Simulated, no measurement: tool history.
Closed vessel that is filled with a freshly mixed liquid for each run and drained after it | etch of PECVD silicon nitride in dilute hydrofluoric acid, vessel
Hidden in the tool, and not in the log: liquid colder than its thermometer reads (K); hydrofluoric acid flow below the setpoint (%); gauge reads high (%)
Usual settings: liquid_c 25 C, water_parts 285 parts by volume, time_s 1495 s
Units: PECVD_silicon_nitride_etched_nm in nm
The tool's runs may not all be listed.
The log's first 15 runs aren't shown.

| run | hour | liquid_c | water_parts | time_s | wafers since the last listed run | hours since the thermometer was replaced | hours since the hydrofluoric acid flow meter was replaced | hours since the gauge calibration | read-back film thickness of the PECVD silicon nitride reference wafer, read on the same gauge (nm) | PECVD_silicon_nitride_etched_nm |
|---|---|---|---|---|---|---|---|---|---|---|
| 16 | 1286.4 | 21.5 | 285 | 1495 | 4150 | 687.9 | 1515.1 | 443.5 | 60.06 | 22.04 |
| 17 | 1341.8 | 25 | 285 | 1495 | 2137 | 743.3 | 1570.5 | 498.9 | 60.01 | 27.53 |
| 18 | 1411.2 | 25 | 285 | 770 | 2677 | 812.7 | 1639.9 | 568.3 | 59.94 | 14.14 |
| 19 | 1516 | 20.5 | 210 | 2185 | 4042 | 917.5 | 1744.7 | 673.1 | 59.99 | 39.25 |
| 20 | 1629.9 | 22 | 395 | 2095 | 4393 | 1031.4 | 1858.6 | 787 | 59.98 | 22.05 |
| 21 | 1674.2 | 28 | 235 | 915 | 1708 | 1075.7 | 1902.9 | 831.3 | 60 | 23.01 |
| 22 | 1778.8 | 21.5 | 180 | 2080 | 4035 | 1180.3 | 2007.5 | 935.9 | 60.06 | 44.9 |
| 23 | 1839.1 | 25 | 285 | 1495 | 2326 | 1240.6 | 2067.8 | 996.2 | 60.02 | 25.23 |

The next listed run, before its measurement:
| 24 | 1875.5 | 25 | 185 | 2000 | 1404 | 1277 | 2104.2 | 1032.6 | ? | ? |

read-back film thickness of the PECVD silicon nitride reference wafer, read on the same gauge (nm): 60
PECVD_silicon_nitride_etched_nm: 51.2 nm
Without the tool's hidden state the same run would have given PECVD_silicon_nitride_etched_nm 66.42 nm.
